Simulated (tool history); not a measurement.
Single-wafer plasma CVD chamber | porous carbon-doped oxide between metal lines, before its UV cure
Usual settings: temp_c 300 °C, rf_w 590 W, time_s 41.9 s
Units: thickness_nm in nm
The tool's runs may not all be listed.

run   hour  temp_c  rf_w  time_s  read-back reference wafer on the same gauge, thickness_nm  thickness_nm
  1    0.0     309   590    41.9                                                    187.963       212.248
  2   24.7     309   590    41.9                                                    187.952       211.910
  3   53.8     309   590    41.9                                                    187.953       211.651
  4   86.7     300   665    41.9                                                    188.192       230.580
  5  113.2     300   665    41.9                                                    188.093       229.800
     150.9  -- RF generator calibrated
  6  158.4     300   590    41.9                                                    188.004       226.820
     174.3  -- showerhead replaced
  7  177.5     300   590    41.9                                                    187.892       226.083
     183.8  -- gauge calibrated
  8  192.7     300   590    41.9                                                    187.957       226.958
     204.3  -- thermocouple changed; heater temperature recalibrated
  9  224.9     300   590    37.0                                                    188.048       207.442
 10  257.0     288   590    41.9                                                    188.075       249.577
 11  281.3     300   650    37.0                                                    187.913       214.086
 12  313.0     300   590    41.9                                                    187.921       232.658
 13  340.0     287   685    48.0                                                    188.096       300.312

Forecast run 14:
     373.6  -- gauge calibrated
 14  375.0     288   545    44.8                                                          ?             ?

Run 14 gave read-back reference wafer on the same gauge, thickness_nm 187.860, thickness_nm 258.269 nm.
Without the tool's hidden state the same run would have given thickness_nm 259.863 nm.
